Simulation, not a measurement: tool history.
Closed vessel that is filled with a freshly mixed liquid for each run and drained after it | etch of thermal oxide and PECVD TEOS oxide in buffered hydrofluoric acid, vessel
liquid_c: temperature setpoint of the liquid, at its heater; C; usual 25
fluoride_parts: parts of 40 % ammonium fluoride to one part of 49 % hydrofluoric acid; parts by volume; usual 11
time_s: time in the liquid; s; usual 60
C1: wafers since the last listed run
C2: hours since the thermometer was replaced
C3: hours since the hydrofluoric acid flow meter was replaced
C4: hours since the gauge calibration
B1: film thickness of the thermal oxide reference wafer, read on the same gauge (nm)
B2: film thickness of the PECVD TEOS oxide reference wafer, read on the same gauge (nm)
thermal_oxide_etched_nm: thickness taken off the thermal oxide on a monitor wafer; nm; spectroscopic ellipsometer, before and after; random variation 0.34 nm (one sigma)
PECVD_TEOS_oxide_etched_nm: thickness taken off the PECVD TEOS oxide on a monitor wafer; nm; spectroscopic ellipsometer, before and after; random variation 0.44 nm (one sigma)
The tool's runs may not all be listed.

{"run": 1, "hour": 0.0, "liquid_c": 25, "fluoride_parts": 11, "time_s": 60, "C1": 0, "C2": 1638.8, "C3": 1610, "C4": 93.2, "B1": 79.98, "B2": 120, "thermal_oxide_etched_nm": 67.28, "PECVD_TEOS_oxide_etched_nm": 91.38}
{"run": 2, "hour": 98.0, "liquid_c": 25, "fluoride_parts": 11, "time_s": 60, "C1": 7023, "C2": 1736.8, "C3": 1708, "C4": 191.2, "B1": 79.97, "B2": 120, "thermal_oxide_etched_nm": 66.65, "PECVD_TEOS_oxide_etched_nm": 91.58}
{"run": 3, "hour": 150.8, "liquid_c": 25, "fluoride_parts": 11, "time_s": 60, "C1": 3783, "C2": 1789.6, "C3": 1760.8, "C4": 244, "B1": 80.03, "B2": 119.99, "thermal_oxide_etched_nm": 66.49, "PECVD_TEOS_oxide_etched_nm": 92.05}
{"run": 4, "hour": 253.9, "liquid_c": 26.5, "fluoride_parts": 11, "time_s": 60, "C1": 7388, "C2": 1892.7, "C3": 1863.9, "C4": 347.1, "B1": 79.99, "B2": 120, "thermal_oxide_etched_nm": 72.27, "PECVD_TEOS_oxide_etched_nm": 98.79}
{"run": 5, "hour": 322.9, "liquid_c": 26.5, "fluoride_parts": 11, "time_s": 60, "C1": 4944, "C2": 1961.7, "C3": 1932.9, "C4": 416.1, "B1": 80.01, "B2": 120.03, "thermal_oxide_etched_nm": 71.38, "PECVD_TEOS_oxide_etched_nm": 99.57}
{"run": 6, "hour": 375.5, "liquid_c": 22.5, "fluoride_parts": 11, "time_s": 60, "C1": 3769, "C2": 2014.3, "C3": 1985.5, "C4": 468.7, "B1": 79.97, "B2": 119.99, "thermal_oxide_etched_nm": 57.74, "PECVD_TEOS_oxide_etched_nm": 80.15}
{"run": 7, "hour": 514.4, "liquid_c": 22.5, "fluoride_parts": 11, "time_s": 60, "C1": 9954, "C2": 2153.2, "C3": 2124.4, "C4": 607.6, "B1": 80.01, "B2": 120.01, "thermal_oxide_etched_nm": 58.52, "PECVD_TEOS_oxide_etched_nm": 79.82}
{"run": 8, "hour": 601.8, "liquid_c": 25, "fluoride_parts": 11, "time_s": 50, "C1": 6263, "C2": 2240.6, "C3": 2211.8, "C4": 695, "B1": 80.02, "B2": 120, "thermal_oxide_etched_nm": 55.59, "PECVD_TEOS_oxide_etched_nm": 76.7}
{"hour": 636.9, "done": "gauge calibrated"}
{"hour": 644.4, "done": "thermometer replaced"}
{"run": 9, "hour": 668.3, "liquid_c": 25, "fluoride_parts": 15.5, "time_s": 60, "C1": 4694, "C2": 23.9, "C3": 2278.3, "C4": 31.4, "B1": 80.01, "B2": 120, "thermal_oxide_etched_nm": 43.85, "PECVD_TEOS_oxide_etched_nm": 60.84}
{"run": 10, "hour": 712.9, "liquid_c": 25, "fluoride_parts": 11, "time_s": 60, "C1": 3196, "C2": 68.5, "C3": 2322.9, "C4": 76, "B1": 79.99, "B2": 120, "thermal_oxide_etched_nm": 61.69, "PECVD_TEOS_oxide_etched_nm": 85.57}
{"run": 11, "hour": 759.4, "liquid_c": 23, "fluoride_parts": 15.5, "time_s": 70, "C1": 3332, "C2": 115, "C3": 2369.4, "C4": 122.5, "B1": 79.99, "B2": 119.99, "thermal_oxide_etched_nm": 46.26, "PECVD_TEOS_oxide_etched_nm": 63.47}
{"hour": 778.6, "done": "hydrofluoric acid flow meter replaced"}
{"run": 12, "hour": 853.0, "liquid_c": 26.5, "fluoride_parts": 8, "time_s": 95, "C1": 6636, "C2": 208.6, "C3": 74.4, "C4": 216.1, "B1": 79.97, "B2": 120.01, "thermal_oxide_etched_nm": 152.1, "PECVD_TEOS_oxide_etched_nm": 208.84}
{"run": 13, "hour": 950.9, "liquid_c": 25, "fluoride_parts": 8.5, "time_s": 60, "C1": 7015, "C2": 306.5, "C3": 172.3, "C4": 314, "B1": 80.04, "B2": 120, "thermal_oxide_etched_nm": 82.93, "PECVD_TEOS_oxide_etched_nm": 114.41}

Forecast run 14:
{"run": 14, "hour": 1014.3, "liquid_c": 23.5, "fluoride_parts": 9.5, "time_s": 60, "C1": 4543, "C2": 369.9, "C3": 235.7, "C4": 377.4, "B1": "?", "B2": "?", "thermal_oxide_etched_nm": "?", "PECVD_TEOS_oxide_etched_nm": "?"}

Run 14 gave B1 79.97, B2 120, thermal_oxide_etched_nm 70.55 nm, PECVD_TEOS_oxide_etched_nm 96.97 nm.
Without the tool's hidden state the same run would have given thermal_oxide_etched_nm 70.28 nm, PECVD_TEOS_oxide_etched_nm 96.6 nm.
